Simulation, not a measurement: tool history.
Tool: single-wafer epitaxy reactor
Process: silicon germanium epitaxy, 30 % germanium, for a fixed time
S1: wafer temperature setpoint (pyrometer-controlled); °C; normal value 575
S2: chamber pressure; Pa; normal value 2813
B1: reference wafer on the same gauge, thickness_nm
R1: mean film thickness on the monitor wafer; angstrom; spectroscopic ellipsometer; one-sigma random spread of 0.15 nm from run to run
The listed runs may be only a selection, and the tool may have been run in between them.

run	day	S1	S2	B1	R1
1	0	564	2813	43.04	317.79
2	3.367	564	2813	43.027	319.59
3	5.267	575	2813	42.992	402.08
4	8.733	575	2813	42.978	404.14
# day 9.55: gauge calibrated
5	12.825	580	2813	43.011	452.9
6	15.817	580	2813	42.956	456.53
7	18.688	580	2813	42.963	454.62
8	20.2	575	2813	42.952	406.98
9	22.625	575	3226	42.939	432.46
10	24.942	575	3226	43	434.35
11	28.033	575	3226	42.982	435.36
12	32.05	575	2813	43.016	415.74
# day 32.95: pyrometer calibrated
# day 36.575: capacitance manometer re-zeroed and calibrated
13	36.596	575	2813	43.044	388.89
14	39.525	575	2813	43.032	388.33
# day 42.179: showerhead replaced
15	42.608	588	3413	42.931	551.05
16	45.575	571	2120	43.049	316.82
17	49.421	570	2320	42.998	324.08
18	52.938	566	3346	42.941	340.36
19	55.467	575	2813	42.951	389.09
20	58.608	575	3120	43.026	406.7
21	61.2	575	2453	43.039	368.42
22	64.121	568	3293	43.015	355.97
# day 64.325: gauge calibrated
23	66.033	575	2813	43.012	390.81
24	68.267	567	2226	43	299.43
25	71.058	586	2813	43.009	494.74
26	75.154	560	2240	43.06	258.32
27	77.983	581	2813	42.952	444.47
28	82.038	585	2213	42.954	442.29
29	85.012	575	2813	42.978	394.83

Below, some changes in R1 between adjacent runs. For each, the amount present without the hidden state too (settings, incoming material, random variation) and the amount remaining for the hidden state with gauge scatter not shared by both compared results:
What the log doesn't record here: wafer temperature above the value expected at the setpoint (K); true pressure above the setpoint (%); gauge reads high (%).
Run 2 -> 3: S1 564 -> 575. R1 +82.49 angstrom: hidden state +3.18, all else +79.31.
Run 12 -> 13: pyrometer calibrated, capacitance manometer re-zeroed and calibrated. R1 -26.85 angstrom: hidden state -26.71, all else -0.14.
Run 15 -> 16: S1 588 -> 571, S2 3413 -> 2120. R1 -234.23 angstrom: hidden state +1.13, all else -235.36.
Run 25 -> 26: S1 586 -> 560, S2 2813 -> 2240. R1 -236.42 angstrom: hidden state +0.06, all else -236.48.
